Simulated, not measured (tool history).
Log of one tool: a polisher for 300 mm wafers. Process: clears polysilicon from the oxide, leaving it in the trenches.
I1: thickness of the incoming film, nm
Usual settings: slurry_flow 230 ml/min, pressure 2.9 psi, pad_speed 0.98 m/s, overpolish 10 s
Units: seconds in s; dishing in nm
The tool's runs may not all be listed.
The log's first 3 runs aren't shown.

{"hour": 40.4, "done": "slurry nozzle cleaned"}
{"run": 4, "hour": 44.9, "slurry_flow": 175, "pressure": 2.9, "pad_speed": 0.98, "overpolish": 10, "I1": 446.6, "seconds": 32.0, "dishing": 56.3}
{"run": 5, "hour": 58.8, "slurry_flow": 230, "pressure": 2.9, "pad_speed": 0.98, "overpolish": 10, "I1": 440.4, "seconds": 31.2, "dishing": 59.1}
{"run": 6, "hour": 65.2, "slurry_flow": 230, "pressure": 2.9, "pad_speed": 0.98, "overpolish": 10, "I1": 439.3, "seconds": 31.2, "dishing": 57.2}
{"hour": 80.3, "done": "worn pad replaced by a new one"}
{"run": 7, "hour": 82.2, "slurry_flow": 230, "pressure": 2.9, "pad_speed": 0.98, "overpolish": 10, "I1": 446.3, "seconds": 28.7, "dishing": 57.7}
{"run": 8, "hour": 96.4, "slurry_flow": 230, "pressure": 2.9, "pad_speed": 0.98, "overpolish": 10, "I1": 434.3, "seconds": 27.9, "dishing": 59.9}
{"run": 9, "hour": 104.6, "slurry_flow": 230, "pressure": 2.9, "pad_speed": 0.98, "overpolish": 10, "I1": 447.9, "seconds": 29.7, "dishing": 59.3}
{"hour": 116.1, "done": "head pressure recalibrated"}
{"run": 10, "hour": 130.8, "slurry_flow": 230, "pressure": 2.9, "pad_speed": 0.98, "overpolish": 10, "I1": 446.2, "seconds": 30.9, "dishing": 56.5}
{"run": 11, "hour": 144.9, "slurry_flow": 230, "pressure": 2.9, "pad_speed": 0.98, "overpolish": 10, "I1": 445.1, "seconds": 31.3, "dishing": 55.2}
{"run": 12, "hour": 153.5, "slurry_flow": 230, "pressure": 2.9, "pad_speed": 1.12, "overpolish": 14, "I1": 437.1, "seconds": 27.2, "dishing": 64.3}
{"run": 13, "hour": 168.3, "slurry_flow": 230, "pressure": 2.9, "pad_speed": 0.98, "overpolish": 10, "I1": 432.2, "seconds": 31.2, "dishing": 56.6}
{"run": 14, "hour": 175.2, "slurry_flow": 165, "pressure": 3.6, "pad_speed": 1.1, "overpolish": 12, "I1": 431.8, "seconds": 24.9, "dishing": 60.0}
{"run": 15, "hour": 191.7, "slurry_flow": 230, "pressure": 2.9, "pad_speed": 0.98, "overpolish": 10, "I1": 442.0, "seconds": 33.7, "dishing": 57.1}
{"run": 16, "hour": 199.4, "slurry_flow": 230, "pressure": 2.0, "pad_speed": 0.98, "overpolish": 14, "I1": 438.1, "seconds": 48.8, "dishing": 56.3}
{"hour": 206.2, "done": "worn pad replaced by a new one"}
{"run": 17, "hour": 213.8, "slurry_flow": 255, "pressure": 2.1, "pad_speed": 0.98, "overpolish": 10, "I1": 435.4, "seconds": 41.0, "dishing": 52.2}
{"run": 18, "hour": 223.1, "slurry_flow": 295, "pressure": 2.9, "pad_speed": 0.88, "overpolish": 10, "I1": 442.4, "seconds": 33.0, "dishing": 57.4}
{"run": 19, "hour": 235.5, "slurry_flow": 290, "pressure": 3.5, "pad_speed": 0.88, "overpolish": 10, "I1": 435.7, "seconds": 27.4, "dishing": 62.1}
{"run": 20, "hour": 249.9, "slurry_flow": 230, "pressure": 2.9, "pad_speed": 0.98, "overpolish": 10, "I1": 432.5, "seconds": 31.7, "dishing": 56.8}

Run 21 comes next. What will it give?
{"run": 21, "hour": 284.7, "slurry_flow": 230, "pressure": 2.9, "pad_speed": 0.98, "overpolish": 10, "I1": 438.1, "seconds": "?", "dishing": "?"}

Run 21 gave seconds 33.7 s, dishing 58.1 nm.
Without the tool's hidden state the same run would have given seconds 27.2 s, dishing 61.4 nm.

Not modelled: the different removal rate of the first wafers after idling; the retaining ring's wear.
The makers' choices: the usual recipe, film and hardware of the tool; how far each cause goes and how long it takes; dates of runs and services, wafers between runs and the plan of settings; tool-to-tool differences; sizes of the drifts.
